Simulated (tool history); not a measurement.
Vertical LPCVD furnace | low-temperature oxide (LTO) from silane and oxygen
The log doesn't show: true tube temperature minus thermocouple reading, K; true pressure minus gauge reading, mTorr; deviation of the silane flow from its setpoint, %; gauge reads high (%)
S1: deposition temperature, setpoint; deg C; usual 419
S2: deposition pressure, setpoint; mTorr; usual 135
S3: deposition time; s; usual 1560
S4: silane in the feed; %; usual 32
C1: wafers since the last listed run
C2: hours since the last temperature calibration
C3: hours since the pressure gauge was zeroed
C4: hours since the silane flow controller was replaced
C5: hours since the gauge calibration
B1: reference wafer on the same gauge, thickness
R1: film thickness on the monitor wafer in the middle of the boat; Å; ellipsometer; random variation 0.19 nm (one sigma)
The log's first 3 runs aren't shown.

run	hour	S1	S2	S3	S4	C1	C2	C3	C4	C5	B1	R1
4	36.5	419	135	1560	32	193	4552.7	5277.6	4500.5	273.4	102	1303.4
5	45.9	419	135	1560	32	137	4562.1	5287	4509.9	282.8	101.97	1308.1
6	62.5	419	135	1560	32	243	4578.7	5303.6	4526.5	299.4	102.03	1307.2
7	69.6	419	135	1560	32	104	4585.8	5310.7	4533.6	306.5	102.04	1308.5
8	85.7	419	135	1560	32	236	4601.9	5326.8	4549.7	322.6	102.01	1306.3
9	101.1	419	135	1560	32	225	4617.3	5342.2	4565.1	338	101.98	1306.6
10	119.5	419	135	1560	32	269	4635.7	5360.6	4583.5	356.4	102.01	1309.5
11	127.2	410	155	1560	37	112	4643.4	5368.3	4591.2	364.1	101.99	1640.8
12	137	419	110	1560	32	143	4653.2	5378.1	4601	373.9	101.95	1066.1
13	172.2	415	135	1560	32	516	4688.4	5413.3	4636.2	409.1	101.97	1252.9
# hour 204.6: pressure gauge zeroed
14	205.1	419	135	1560	32	130	4721.3	0.5	4669.1	442	101.97	1311.8
15	209.7	430	115	1170	28	67	4725.9	5.1	4673.7	446.6	102.02	789.1
16	214.3	407	125	1560	32	67	4730.5	9.7	4678.3	451.2	102.01	1062.8
17	218.8	428	135	1920	32	66	4735	14.2	4682.8	455.7	101.94	1777.7
18	233.9	415	120	1320	26	221	4750.1	29.3	4697.9	470.8	101.93	704.8
19	241.7	419	165	1560	32	114	4757.9	37.1	4705.7	478.6	101.98	1600.7
# hour 271.4: silane flow controller replaced
# hour 285.8: thermocouples replaced and temperature profile calibrated
20	286.3	419	165	1560	30	91	0.5	81.7	14.9	523.2	102.02	1412.8
21	290.8	409	120	1560	32	66	5	86.2	19.4	527.7	102.01	1006.7
22	295.4	419	135	1560	32	67	9.6	90.8	24	532.3	101.97	1264.1
23	300	419	135	1560	32	67	14.2	95.4	28.6	536.9	101.93	1265.3

Forecast run 24:
24	304.5	416	155	1080	35	66	18.7	99.9	33.1	541.4	?	?

Run 24 gave B1 102, R1 1091.4 Å.
Without the tool's hidden state the same run would have given R1 1085 Å.
